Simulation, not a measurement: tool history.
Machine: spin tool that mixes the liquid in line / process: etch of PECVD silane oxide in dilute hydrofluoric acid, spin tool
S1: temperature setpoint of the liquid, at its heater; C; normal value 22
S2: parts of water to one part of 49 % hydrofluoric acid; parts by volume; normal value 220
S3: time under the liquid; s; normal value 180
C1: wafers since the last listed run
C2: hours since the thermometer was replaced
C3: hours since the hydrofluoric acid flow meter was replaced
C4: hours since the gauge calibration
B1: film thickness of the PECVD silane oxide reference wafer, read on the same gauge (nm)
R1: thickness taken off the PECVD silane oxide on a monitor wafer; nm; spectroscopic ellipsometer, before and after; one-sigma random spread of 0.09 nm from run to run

run    hour    S1   S2   S3    C1      C2     C3      C4     B1     R1
  1       0    22  220  180     0   659.2  143.5   996.7     30  12.78
  2   103.1    22  220  180   696   762.3  246.6  1099.8  29.98     13
  3   153.4    22  220  180   339   812.6  296.9  1150.1  29.99  12.92
  4   476.2    22  220  180  2180  1135.4  619.7  1472.9     30  13.08
      493.3  -- gauge calibrated
  5   518.4    22  220  180   284  1177.6  661.9    25.1  30.02  13.31
  6   567.8    22  220  180   333    1227  711.3    74.5  29.99  13.06
  7   608.6    22  220  180   275  1267.8  752.1   115.3     30  13.17
  8   648.8    19  155  150   271    1308  792.3   155.5  29.99  15.13
      734.8  -- hydrofluoric acid flow meter replaced
  9   742.2  24.5  220  220   624  1401.4    7.4   248.9  30.01  17.77
      928.9  -- thermometer replaced
 10     992    22  150  225  1680    63.1  257.2   498.7  30.01  24.59
 11    1090    22  185  105   661   161.1  355.2   596.7  29.98      9
 12  1148.6    24  280  130   395   219.7  413.8   655.3     30   7.12
 13  1241.3    27  220  180   626   312.4  506.5     748  30.01  15.16
 14  1346.1    22  220  180   707   417.2  611.3   852.8  30.02  12.62

5 options for the next run, each taken on its own from the tool as it stands now. Forecast them:
  A  1346.6  26.5  220  180   3  417.7  611.8  853.3   ?   ?
  B  1346.6    22  300  180   3  417.7  611.8  853.3   ?   ?
  C  1346.6    24  220  180   3  417.7  611.8  853.3   ?   ?
  D  1346.6  18.5  190  180   3  417.7  611.8  853.3   ?   ?
  E  1346.6    22  160  180   3  417.7  611.8  853.3   ?   ?

run     B1     R1
  A  30.01  14.94
  B  30.01   8.61
  C  30.01  13.67
  D  30.01  13.29
  E  30.01  18.64
Stripped of hidden state, with their random variation kept, the same runs would have yielded:
run     R1
  A  14.38
  B   8.29
  C  13.14
  D  12.73
  E  17.87

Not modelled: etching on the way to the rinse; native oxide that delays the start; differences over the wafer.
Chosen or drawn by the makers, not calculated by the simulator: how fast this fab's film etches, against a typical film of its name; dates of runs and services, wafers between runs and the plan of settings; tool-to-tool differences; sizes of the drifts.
